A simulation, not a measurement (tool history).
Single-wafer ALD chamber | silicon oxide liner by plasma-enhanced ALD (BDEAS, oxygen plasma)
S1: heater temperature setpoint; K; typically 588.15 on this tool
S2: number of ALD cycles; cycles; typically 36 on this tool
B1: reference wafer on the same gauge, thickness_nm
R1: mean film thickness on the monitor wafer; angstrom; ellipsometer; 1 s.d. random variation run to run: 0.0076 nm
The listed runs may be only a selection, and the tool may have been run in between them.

run,day,S1,S2,B1,R1
1,0,588.15,36,3.546,31.87
2,0.25,588.15,36,3.551,31.76
3,0.796,588.15,36,3.548,31.93
4,1.146,588.15,36,3.548,32.05
5,1.842,588.15,36,3.55,31.8
6,2.167,588.15,36,3.546,31.86
7,2.708,588.15,36,3.544,31.79
8,3.446,588.15,36,3.547,32.04
9,3.888,588.15,36,3.547,31.91
10,4.321,588.15,36,3.55,31.87
11,4.942,588.15,36,3.553,31.83
12,5.629,588.15,36,3.547,32.03
13,6.162,588.15,36,3.547,31.72
14,6.658,588.15,36,3.555,32.04
15,6.983,588.15,36,3.55,31.9
# day 7.621: gauge calibrated
16,7.7,588.15,36,3.553,31.92
17,8.654,588.15,36,3.547,31.9
18,9.204,588.15,36,3.551,31.85
19,10.529,588.15,36,3.549,31.85
20,11.267,584.15,39,3.551,34.89
21,11.871,599.15,36,3.548,31.48
22,12.204,588.15,36,3.55,31.95
23,12.792,588.15,36,3.552,31.99
24,13.496,577.15,40,3.551,36.02
25,13.983,588.15,36,3.548,31.94
26,14.471,598.15,30,3.554,26.19
27,14.767,577.15,39,3.55,35.14
28,15.229,576.15,29,3.551,26.13
29,15.775,583.15,30,3.553,26.81
30,16.496,602.15,36,3.549,31.26
# day 17.133: thermocouple changed; heater temperature recalibrated
31,17.154,588.15,36,3.553,31.89
32,17.8,588.15,36,3.549,31.84
33,18.279,582.15,36,3.556,32.19
34,20.158,580.15,31,3.548,27.79
35,20.412,574.15,34,3.548,30.77
36,20.733,599.15,38,3.55,33.05
37,21.008,588.15,36,3.552,31.88
38,21.525,588.15,36,3.55,31.99
39,21.883,588.15,36,3.554,32.05
40,22.338,588.15,36,3.548,31.9
41,22.704,588.15,36,3.551,31.8
42,22.975,588.15,36,3.549,31.89
43,23.654,588.15,36,3.552,31.69
44,24.358,593.15,31,3.552,27.27
45,24.825,599.15,31,3.552,27.08
46,25.271,598.15,34,3.549,29.75

Consider 3 possible next runs. They are alternatives, not a sequence: every one starts from the tool as it was left by run 46. What does each give?
A,25.288,588.15,36,?,?
B,25.288,580.15,29,?,?
C,25.288,600.15,40,?,?

run,B1,R1
A,3.55,31.82
B,3.55,25.93
C,3.55,34.74
Without the tool's hidden state the same runs would have given:
run,R1
A,31.82
B,25.93
C,34.74
